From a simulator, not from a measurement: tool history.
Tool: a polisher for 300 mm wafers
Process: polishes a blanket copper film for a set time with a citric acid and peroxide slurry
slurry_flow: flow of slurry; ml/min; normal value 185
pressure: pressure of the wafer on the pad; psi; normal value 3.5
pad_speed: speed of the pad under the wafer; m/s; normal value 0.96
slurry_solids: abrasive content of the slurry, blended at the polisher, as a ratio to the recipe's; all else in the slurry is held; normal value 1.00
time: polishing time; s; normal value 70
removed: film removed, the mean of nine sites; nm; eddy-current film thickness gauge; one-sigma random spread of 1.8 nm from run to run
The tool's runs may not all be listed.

run	day	slurry_flow	pressure	pad_speed	slurry_solids	time	wafers since the last listed run	wafers polished on this pad	hours since the slurry nozzle was cleaned	hours since the head pressure was calibrated	hours since the slurry blender was calibrated	incoming thickness of the incoming film, nm	removed
1	0.000	185	3.5	0.96	1.00	70	0	19	8.4	293.5	121.0	647.4	140.9
2	2.592	185	3.5	0.96	1.00	70	318	338	70.6	355.7	183.2	651.5	138.9
3	3.662	185	3.5	0.96	1.00	70	131	470	96.3	381.4	208.9	638.6	140.1
4	6.354	185	3.5	0.96	0.80	84	331	801	160.9	446.0	273.5	652.6	157.9
# day 7.508: worn pad replaced by a new one
5	7.654	185	3.5	0.96	0.80	84	139	18	192.1	477.2	304.7	645.9	160.6
6	9.279	185	3.5	0.96	1.00	70	199	218	231.1	516.2	343.7	651.2	141.8
# day 10.396: slurry nozzle cleaned
7	11.721	185	3.5	0.96	1.00	70	295	513	31.8	574.8	402.3	650.7	140.8
8	13.942	185	3.5	0.96	1.00	70	273	786	85.1	628.1	455.6	647.0	138.9
# day 14.271: slurry blender recalibrated
9	15.146	225	2.9	0.96	1.00	70	137	924	114.0	657.0	21.0	653.2	124.7
# day 17.121: worn pad replaced by a new one
10	17.142	185	3.5	0.96	1.00	70	225	2	161.9	704.9	68.9	648.4	143.9
11	19.729	185	3.5	0.96	1.00	70	318	320	224.0	767.0	131.0	643.5	139.7
# day 20.642: slurry nozzle cleaned
12	22.233	130	2.4	0.70	0.75	70	303	623	38.2	827.1	191.1	638.2	79.3
13	23.954	185	2.8	0.96	1.25	77	211	835	79.5	868.4	232.4	650.4	136.3

What does the tool deliver on the next run?
# day 24.183: head pressure recalibrated
# day 25.108: worn pad replaced by a new one
14	26.317	210	3.5	1.24	0.75	70	259	148	136.2	51.2	289.1	643.9	?

Run 14 yielded removed 167.2 nm.
If the tool had no hidden condition, the same run with the same run-to-run variation would have returned removed 167.8 nm.
